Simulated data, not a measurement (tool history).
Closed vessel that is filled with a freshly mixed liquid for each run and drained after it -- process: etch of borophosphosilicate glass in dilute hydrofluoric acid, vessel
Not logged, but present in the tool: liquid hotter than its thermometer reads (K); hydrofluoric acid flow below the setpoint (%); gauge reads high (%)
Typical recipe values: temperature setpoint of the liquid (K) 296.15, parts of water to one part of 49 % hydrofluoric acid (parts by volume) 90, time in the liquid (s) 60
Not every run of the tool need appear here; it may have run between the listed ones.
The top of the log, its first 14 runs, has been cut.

run	hour	temperature setpoint of the liquid (K)	parts of water to one part of 49 % hydrofluoric acid (parts by volume)	time in the liquid (s)	wafers since the last listed run	hours since the thermometer was replaced	hours since the hydrofluoric acid flow meter was replaced	hours since the gauge calibration	read-back film thickness of the borophosphosilicate glass reference wafer, read on the same gauge (nm)	thickness taken off the borophosphosilicate glass on a monitor wafer (Å)
15	548.2	296.15	90	80	5682	2453.4	413.6	691.3	80.02	608.2
16	580.9	296.15	90	60	3776	2486.1	446.3	724	80.01	455.6
17	616.3	296.15	90	60	4088	2521.5	481.7	759.4	80.02	452.1
18	651.2	292.15	65	30	4030	2556.4	516.6	794.3	80.05	270.1
19	708.8	296.15	70	45	6652	2614	574.2	851.9	80	445.4
20	756.1	296.15	90	90	5462	2661.3	621.5	899.2	80	672.6
21	812.7	293.15	60	35	6536	2717.9	678.1	955.8	79.99	356.4
# hour 857.2: hydrofluoric acid flow meter replaced
22	924.7	296.15	90	60	12819	2829.9	67.5	1067.8	80	428
# hour 1056.3: hydrofluoric acid flow meter replaced, repeated, since the last time left the tool worse
23	1101.8	296.15	90	60	20337	3007	45.5	1244.9	80	462.1
# hour 1143.9: gauge calibrated
24	1148	294.15	115	40	5335	3053.2	91.7	4.1	80.01	214.2
25	1202.5	298.65	70	60	6294	3107.7	146.2	58.6	79.98	672
26	1244	294.65	130	35	4792	3149.2	187.7	100.1	80.04	164
# hour 1247.2: thermometer replaced
27	1315.8	294.15	105	30	8176	68.6	259.5	171.9	80.01	174.7
28	1364	292.15	135	75	5566	116.8	307.7	220.1	80.01	303.7
29	1418	296.15	110	60	6236	170.8	361.7	274.1	79.97	359.7
30	1460.3	291.15	100	30	4885	213.1	404	316.4	80	161.5
31	1545.7	292.15	115	60	9862	298.5	489.4	401.8	80.03	292
32	1616.4	294.65	105	40	8165	369.2	560.1	472.5	80.01	230.9

4 ways to go on from here, each from the tool as it stands after run 32. What would each give?
A	1617.1	296.15	90	30	80	369.9	560.8	473.2	?	?
B	1617.1	300.65	105	85	80	369.9	560.8	473.2	?	?
C	1617.1	300.65	90	60	80	369.9	560.8	473.2	?	?
D	1617.1	291.65	75	85	80	369.9	560.8	473.2	?	?

run	read-back film thickness of the borophosphosilicate glass reference wafer, read on the same gauge (nm)	thickness taken off the borophosphosilicate glass on a monitor wafer (Å)
A	79.94	225.3
B	79.94	639.9
C	79.94	538
D	79.94	648.1
Had the tool no hidden state, the same runs would have come out as:
run	thickness taken off the borophosphosilicate glass on a monitor wafer (Å)
A	234.7
B	667.3
C	560.7
D	674.5

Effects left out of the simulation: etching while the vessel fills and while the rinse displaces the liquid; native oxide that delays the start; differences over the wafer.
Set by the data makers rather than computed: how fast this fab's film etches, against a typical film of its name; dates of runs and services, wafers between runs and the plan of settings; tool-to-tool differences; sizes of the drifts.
